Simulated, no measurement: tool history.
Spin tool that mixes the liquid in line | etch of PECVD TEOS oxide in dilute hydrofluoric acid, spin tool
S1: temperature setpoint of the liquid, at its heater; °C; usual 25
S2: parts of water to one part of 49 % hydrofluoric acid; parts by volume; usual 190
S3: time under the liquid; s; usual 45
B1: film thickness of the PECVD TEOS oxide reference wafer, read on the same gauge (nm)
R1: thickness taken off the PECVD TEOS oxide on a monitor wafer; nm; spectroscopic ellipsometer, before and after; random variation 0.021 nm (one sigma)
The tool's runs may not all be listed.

{"run": 1, "day": 0.0, "S1": 25, "S2": 190, "S3": 45, "B1": 89.98, "R1": 4.54}
{"run": 2, "day": 0.292, "S1": 25, "S2": 190, "S3": 45, "B1": 90.036, "R1": 4.59}
{"run": 3, "day": 0.688, "S1": 25, "S2": 190, "S3": 45, "B1": 89.967, "R1": 4.569}
{"run": 4, "day": 1.238, "S1": 25, "S2": 190, "S3": 45, "B1": 90.003, "R1": 4.573}
{"run": 5, "day": 1.883, "S1": 25, "S2": 190, "S3": 45, "B1": 89.995, "R1": 4.545}
{"run": 6, "day": 2.625, "S1": 25, "S2": 190, "S3": 45, "B1": 89.981, "R1": 4.526}
{"run": 7, "day": 2.946, "S1": 25, "S2": 190, "S3": 65, "B1": 90.033, "R1": 6.585}
{"run": 8, "day": 3.654, "S1": 25, "S2": 190, "S3": 65, "B1": 89.991, "R1": 6.566}
{"run": 9, "day": 4.554, "S1": 25, "S2": 190, "S3": 65, "B1": 89.989, "R1": 6.561}
{"run": 10, "day": 5.121, "S1": 25, "S2": 190, "S3": 45, "B1": 90.025, "R1": 4.578}
{"day": 5.617, "done": "gauge calibrated"}
{"run": 11, "day": 5.762, "S1": 25, "S2": 190, "S3": 30, "B1": 89.988, "R1": 3.05}
{"run": 12, "day": 6.217, "S1": 25, "S2": 190, "S3": 30, "B1": 90.032, "R1": 3.069}
{"run": 13, "day": 6.7, "S1": 25, "S2": 190, "S3": 45, "B1": 89.993, "R1": 4.597}
{"run": 14, "day": 7.046, "S1": 25, "S2": 190, "S3": 45, "B1": 89.993, "R1": 4.558}
{"day": 7.762, "done": "hydrofluoric acid flow meter replaced"}
{"run": 15, "day": 7.783, "S1": 28.5, "S2": 190, "S3": 40, "B1": 89.973, "R1": 4.058}
{"run": 16, "day": 8.467, "S1": 29, "S2": 190, "S3": 35, "B1": 90, "R1": 3.57}
{"run": 17, "day": 8.867, "S1": 25, "S2": 190, "S3": 45, "B1": 90.032, "R1": 3.955}
{"run": 18, "day": 9.538, "S1": 25, "S2": 190, "S3": 25, "B1": 90.023, "R1": 2.192}
{"day": 10.158, "done": "thermometer replaced"}
{"run": 19, "day": 10.25, "S1": 25, "S2": 190, "S3": 70, "B1": 89.984, "R1": 6.846}
{"run": 20, "day": 10.975, "S1": 25, "S2": 190, "S3": 45, "B1": 89.973, "R1": 4.449}
{"run": 21, "day": 11.438, "S1": 25, "S2": 190, "S3": 45, "B1": 89.981, "R1": 4.426}
{"run": 22, "day": 12.142, "S1": 29, "S2": 105, "S3": 45, "B1": 89.977, "R1": 10.349}
{"run": 23, "day": 12.45, "S1": 25, "S2": 135, "S3": 45, "B1": 90.004, "R1": 6.587}
{"run": 24, "day": 13.171, "S1": 22.5, "S2": 190, "S3": 45, "B1": 90.022, "R1": 4.004}
{"run": 25, "day": 13.588, "S1": 22.5, "S2": 235, "S3": 45, "B1": 89.997, "R1": 3.12}
{"run": 26, "day": 13.883, "S1": 28.5, "S2": 190, "S3": 40, "B1": 89.987, "R1": 4.46}
{"run": 27, "day": 14.729, "S1": 23.5, "S2": 160, "S3": 60, "B1": 89.972, "R1": 6.859}
{"run": 28, "day": 15.088, "S1": 25, "S2": 190, "S3": 45, "B1": 90, "R1": 4.455}
{"run": 29, "day": 15.362, "S1": 25, "S2": 190, "S3": 50, "B1": 89.968, "R1": 4.953}
{"run": 30, "day": 15.742, "S1": 25, "S2": 190, "S3": 45, "B1": 89.988, "R1": 4.403}
{"run": 31, "day": 16.008, "S1": 25, "S2": 160, "S3": 20, "B1": 90.015, "R1": 2.425}
{"run": 32, "day": 16.529, "S1": 25, "S2": 190, "S3": 35, "B1": 89.969, "R1": 3.441}
{"run": 33, "day": 17.004, "S1": 27, "S2": 190, "S3": 45, "B1": 90.012, "R1": 4.742}

Some steps in R1 between neighbouring runs. How much of each would the tool show without its hidden state too (settings, what came in, random variation), and how much is left for the hidden state, with any gauge scatter that isn't in both results?
The hidden state here: liquid colder than its thermometer reads (K); hydrofluoric acid flow above the setpoint (%); gauge reads high (%).
Run 14 -> 15: S1 25 -> 28.5, S3 45 -> 40, hydrofluoric acid flow meter replaced. R1 -0.5 nm: hidden state -0.58, all else +0.08.
Run 17 -> 18: S3 45 -> 25. R1 -1.763 nm: hidden state +0.195, all else -1.958.
Run 18 -> 19: S3 25 -> 70, thermometer replaced. R1 +4.654 nm: hidden state +0.247, all else +4.407.
Run 21 -> 22: S1 25 -> 29, S2 190 -> 105. R1 +5.923 nm: hidden state +0.002, all else +5.921.
Run 22 -> 23: S1 29 -> 25, S2 105 -> 135. R1 -3.762 nm: hidden state +0, all else -3.762.
